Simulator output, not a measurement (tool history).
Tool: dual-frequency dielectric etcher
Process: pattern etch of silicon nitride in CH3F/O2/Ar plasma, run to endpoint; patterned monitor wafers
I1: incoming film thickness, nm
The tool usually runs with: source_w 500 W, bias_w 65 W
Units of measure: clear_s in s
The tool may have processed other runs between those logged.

run 1 hour=0 | source_w=580 bias_w=75 | I1=27.97 | clear_s=30.7
run 2 hour=15.3 | source_w=580 bias_w=65 | I1=28.02 | clear_s=32
run 3 hour=29.8 | source_w=580 bias_w=65 | I1=28.08 | clear_s=32.2
-- hour=62.3 wet clean of the chamber
run 4 hour=62.8 | source_w=580 bias_w=65 | I1=27.83 | clear_s=33.1
run 5 hour=87.3 | source_w=500 bias_w=65 | I1=27.72 | clear_s=34.8
run 6 hour=112.5 | source_w=500 bias_w=65 | I1=27.96 | clear_s=34.9
run 7 hour=142.4 | source_w=500 bias_w=65 | I1=27.98 | clear_s=34.5
run 8 hour=171.4 | source_w=500 bias_w=77 | I1=27.9 | clear_s=32.9
run 9 hour=185.6 | source_w=500 bias_w=77 | I1=28.08 | clear_s=32.8
run 10 hour=221.5 | source_w=500 bias_w=77 | I1=27.91 | clear_s=32.4
run 11 hour=241.9 | source_w=500 bias_w=65 | I1=28.08 | clear_s=34.7
-- hour=263.4 bias power generator calibrated
run 12 hour=272.4 | source_w=500 bias_w=65 | I1=28.17 | clear_s=34.5
run 13 hour=301.3 | source_w=500 bias_w=65 | I1=27.92 | clear_s=34.1
run 14 hour=325.4 | source_w=500 bias_w=75 | I1=28.03 | clear_s=33
-- hour=390.1 source power generator calibrated
run 15 hour=428.5 | source_w=500 bias_w=69 | I1=27.96 | clear_s=33
run 16 hour=441.3 | source_w=430 bias_w=55 | I1=28.12 | clear_s=37.5
run 17 hour=468.4 | source_w=610 bias_w=52 | I1=27.81 | clear_s=33.4
run 18 hour=484.8 | source_w=500 bias_w=65 | I1=27.94 | clear_s=33.5
-- hour=513.8 wet clean of the chamber
-- hour=538.2 upper electrode replaced
run 19 hour=538.7 | source_w=600 bias_w=72 | I1=27.91 | clear_s=32
run 20 hour=541.2 | source_w=500 bias_w=60 | I1=27.94 | clear_s=36.2
run 21 hour=576.5 | source_w=600 bias_w=54 | I1=27.64 | clear_s=34.6
run 22 hour=596.5 | source_w=450 bias_w=54 | I1=27.87 | clear_s=38.4
run 23 hour=629 | source_w=500 bias_w=65 | I1=27.82 | clear_s=34.8
run 24 hour=653.6 | source_w=410 bias_w=77 | I1=27.89 | clear_s=35.2
run 25 hour=687.4 | source_w=430 bias_w=65 | I1=27.87 | clear_s=36.2
run 26 hour=710.3 | source_w=500 bias_w=65 | I1=28.01 | clear_s=34.5

Alternative continuations, all from the tool just after run 26; predict every row:
run A hour=710.7 | source_w=500 bias_w=65 | I1=28.01 | clear_s=?
run B hour=710.7 | source_w=590 bias_w=65 | I1=28.01 | clear_s=?
run C hour=710.7 | source_w=380 bias_w=50 | I1=28.01 | clear_s=?
run D hour=710.7 | source_w=610 bias_w=80 | I1=28.01 | clear_s=?

run=A clear_s=34.5
run=B clear_s=32.6
run=C clear_s=41.1
run=D clear_s=30.1
Without the tool's hidden state the same runs would have given:
run=A clear_s=35.4
run=B clear_s=33.5
run=C clear_s=42.2
run=D clear_s=30.9
